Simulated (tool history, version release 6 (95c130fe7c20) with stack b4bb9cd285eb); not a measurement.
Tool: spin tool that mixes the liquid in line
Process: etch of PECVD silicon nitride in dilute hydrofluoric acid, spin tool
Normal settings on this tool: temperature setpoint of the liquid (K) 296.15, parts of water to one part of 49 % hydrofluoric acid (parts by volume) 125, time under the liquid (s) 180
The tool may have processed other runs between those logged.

run   hour  temperature setpoint of the liquid (K)  parts of water to one part of 49 % hydrofluoric acid (parts by volume)  time under the liquid (s)  wafers since the last listed run  hours since the thermometer was replaced  hours since the hydrofluoric acid flow meter was replaced  hours since the gauge calibration  read-back film thickness of the PECVD silicon nitride reference wafer, read on the same gauge (nm)  thickness taken off the PECVD silicon nitride on a monitor wafer (Å)
  1    0.0                                  296.15                                                                     100                        235                                 0                                    2950.8                                                     1780.5                              125.5                                                                                             130.024                                                                 50.50
  2    6.7                                  296.15                                                                     100                        235                                63                                    2957.5                                                     1787.2                              132.2                                                                                             130.042                                                                 50.32
  3   21.4                                  296.15                                                                     125                        180                               138                                    2972.2                                                     1801.9                              146.9                                                                                             130.015                                                                 30.63
  4   35.2                                  296.15                                                                     125                        180                               130                                    2986.0                                                     1815.7                              160.7                                                                                             129.983                                                                 30.79
  5   52.4                                  296.15                                                                     125                        180                               162                                    3003.2                                                     1832.9                              177.9                                                                                             129.989                                                                 30.59
  6   66.8                                  296.15                                                                     125                        180                               135                                    3017.6                                                     1847.3                              192.3                                                                                             130.012                                                                 30.37
  7   78.6                                  296.15                                                                     125                        180                               111                                    3029.4                                                     1859.1                              204.1                                                                                             129.997                                                                 30.42
  8   87.2                                  296.15                                                                     125                        180                                81                                    3038.0                                                     1867.7                              212.7                                                                                             130.000                                                                 30.68
      95.7  -- gauge calibrated
  9  111.0                                  296.15                                                                     125                        210                               224                                    3061.8                                                     1891.5                               15.3                                                                                             130.002                                                                 35.47
 10  128.1                                  296.15                                                                     125                        210                               161                                    3078.9                                                     1908.6                               32.4                                                                                             130.004                                                                 35.58
 11  140.9                                  296.15                                                                     125                        210                               120                                    3091.7                                                     1921.4                               45.2                                                                                             130.003                                                                 35.36
     160.2  -- thermometer replaced
     160.7  -- hydrofluoric acid flow meter replaced
 12  191.6                                  296.15                                                                     125                        180                               464                                      31.4                                                       30.9                               95.9                                                                                             129.977                                                                 40.05
 13  198.9                                  296.15                                                                     125                        180                                68                                      38.7                                                       38.2                              103.2                                                                                             130.009                                                                 40.06
 14  211.5                                  296.15                                                                     125                        180                               118                                      51.3                                                       50.8                              115.8                                                                                             129.989                                                                 40.15
 15  219.8                                  296.15                                                                     125                        180                                78                                      59.6                                                       59.1                              124.1                                                                                             130.000                                                                 39.81
 16  228.2                                  296.15                                                                     100                        235                                79                                      68.0                                                       67.5                              132.5                                                                                             129.974                                                                 64.09
 17  238.6                                  299.65                                                                     175                        255                                98                                      78.4                                                       77.9                              142.9                                                                                             129.958                                                                 51.00
 18  252.6                                  299.65                                                                     125                        275                               131                                      92.4                                                       91.9                              156.9                                                                                             129.990                                                                 76.49
 19  263.6                                  292.15                                                                     150                        180                               103                                     103.4                                                      102.9                              167.9                                                                                             129.996                                                                 25.44
 20  279.8                                  300.65                                                                     110                        270                               152                                     119.6                                                      119.1                              184.1                                                                                             129.995                                                                 90.15
 21  291.7                                  292.65                                                                     100                        135                               112                                     131.5                                                      131.0                              196.0                                                                                             129.999                                                                 29.07
 22  308.0                                  292.15                                                                     125                        180                               153                                     147.8                                                      147.3                              212.3                                                                                             129.959                                                                 30.29
 23  320.3                                  296.15                                                                     145                        250                               115                                     160.1                                                      159.6                              224.6                                                                                             129.991                                                                 47.46
 24  326.7                                  299.15                                                                     105                        130                                60                                     166.5                                                      166.0                              231.0                                                                                             130.005                                                                 41.40
     328.4  -- gauge calibrated
 25  337.8                                  291.65                                                                     165                        100                               104                                     177.6                                                      177.1                                9.4                                                                                             129.987                                                                 12.38
 26  349.8                                  294.65                                                                     175                        145                               113                                     189.6                                                      189.1                               21.4                                                                                             129.979                                                                 20.72
 27  361.3                                  296.15                                                                     180                        270                               108                                     201.1                                                      200.6                               32.9                                                                                             130.021                                                                 41.23
 28  369.2                                  296.15                                                                     125                        180                                74                                     209.0                                                      208.5                               40.8                                                                                             129.995                                                                 39.21
 29  384.7                                  300.15                                                                     155                        105                               146                                     224.5                                                      224.0                               56.3                                                                                             130.037                                                                 23.84
 30  394.0                                  297.65                                                                      90                        255                                87                                     233.8                                                      233.3                               65.6                                                                                             129.988                                                                 84.69
 31  410.7                                  296.15                                                                     125                        180                               157                                     250.5                                                      250.0                               82.3                                                                                             129.992                                                                 39.14

Forecast each of these 5 alternatives for the next run:
  A  411.2                                  296.15                                                                     165                        180                                 4                                     251.0                                                      250.5                               82.8                                                                                                   ?                                                                     ?
  B  411.2                                  296.15                                                                     125                        145                                 4                                     251.0                                                      250.5                               82.8                                                                                                   ?                                                                     ?
  C  411.2                                  291.65                                                                     125                        180                                 4                                     251.0                                                      250.5                               82.8                                                                                                   ?                                                                     ?
  D  411.2                                  294.15                                                                     155                        285                                 4                                     251.0                                                      250.5                               82.8                                                                                                   ?                                                                     ?
  E  411.2                                  292.65                                                                     125                         75                                 4                                     251.0                                                      250.5                               82.8                                                                                                   ?                                                                     ?

run  read-back film thickness of the PECVD silicon nitride reference wafer, read on the same gauge (nm)  thickness taken off the PECVD silicon nitride on a monitor wafer (Å)
  A                                                                                             130.005                                                                 29.61
  B                                                                                             130.005                                                                 31.35
  C                                                                                             130.005                                                                 28.79
  D                                                                                             130.005                                                                 43.73
  E                                                                                             130.005                                                                 12.84
What these runs would have given with no unlogged condition in the tool:
run  thickness taken off the PECVD silicon nitride on a monitor wafer (Å)
  A                                                                 31.17
  B                                                                 33.01
  C                                                                 30.31
  D                                                                 46.04
  E                                                                 13.52
